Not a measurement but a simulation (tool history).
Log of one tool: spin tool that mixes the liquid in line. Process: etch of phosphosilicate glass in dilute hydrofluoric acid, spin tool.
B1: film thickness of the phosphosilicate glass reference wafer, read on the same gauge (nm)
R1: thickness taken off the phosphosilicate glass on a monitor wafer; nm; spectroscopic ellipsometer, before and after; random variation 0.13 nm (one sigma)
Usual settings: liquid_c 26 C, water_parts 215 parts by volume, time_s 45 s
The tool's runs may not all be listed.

run 1 hour=0 | liquid_c=28 water_parts=215 time_s=55 | B1=29.98 | R1=23.45
run 2 hour=94.2 | liquid_c=28 water_parts=215 time_s=55 | B1=30.04 | R1=22.99
run 3 hour=160.6 | liquid_c=26 water_parts=280 time_s=45 | B1=29.98 | R1=12.54
run 4 hour=366.3 | liquid_c=26 water_parts=245 time_s=60 | B1=30 | R1=19.64
run 5 hour=472.4 | liquid_c=26 water_parts=245 time_s=60 | B1=29.99 | R1=19.35
-- hour=540.5 gauge calibrated
run 6 hour=556.9 | liquid_c=26 water_parts=295 time_s=45 | B1=29.97 | R1=11.27
run 7 hour=619.6 | liquid_c=26 water_parts=295 time_s=45 | B1=29.96 | R1=11.22
run 8 hour=660.6 | liquid_c=31 water_parts=265 time_s=65 | B1=29.98 | R1=21.73
-- hour=678.8 hydrofluoric acid flow meter replaced
run 9 hour=701.5 | liquid_c=27.5 water_parts=215 time_s=55 | B1=30.04 | R1=22.74
-- hour=726.6 thermometer replaced
run 10 hour=741.3 | liquid_c=26 water_parts=215 time_s=45 | B1=29.98 | R1=18.34
run 11 hour=847.2 | liquid_c=26 water_parts=115 time_s=40 | B1=30 | R1=33.92
run 12 hour=899.6 | liquid_c=31 water_parts=305 time_s=55 | B1=30.02 | R1=16.45
run 13 hour=961.4 | liquid_c=21.5 water_parts=215 time_s=25 | B1=30 | R1=8.42
run 14 hour=1018.7 | liquid_c=21.5 water_parts=135 time_s=60 | B1=29.94 | R1=35.04
run 15 hour=1183.5 | liquid_c=26 water_parts=215 time_s=45 | B1=30.04 | R1=17.58

Consider 5 possible next runs. They are alternatives, not a sequence: every one starts from the tool as it was left by run 15. What does each give?
run A hour=1183.9 | liquid_c=26 water_parts=215 time_s=45 | B1=? | R1=?
run B hour=1183.9 | liquid_c=30 water_parts=120 time_s=45 | B1=? | R1=?
run C hour=1183.9 | liquid_c=27.5 water_parts=215 time_s=45 | B1=? | R1=?
run D hour=1183.9 | liquid_c=26 water_parts=125 time_s=45 | B1=? | R1=?
run E hour=1183.9 | liquid_c=21.5 water_parts=130 time_s=45 | B1=? | R1=?

run=A B1=30.01 R1=17.78
run=B B1=30.01 R1=41.41
run=C B1=30.01 R1=18.75
run=D B1=30.01 R1=33.97
run=E B1=30.01 R1=27.23
Without the tool's unlogged condition, the same runs would have read:
run=A R1=18.64
run=B R1=43.39
run=C R1=19.66
run=D R1=35.62
run=E R1=28.58

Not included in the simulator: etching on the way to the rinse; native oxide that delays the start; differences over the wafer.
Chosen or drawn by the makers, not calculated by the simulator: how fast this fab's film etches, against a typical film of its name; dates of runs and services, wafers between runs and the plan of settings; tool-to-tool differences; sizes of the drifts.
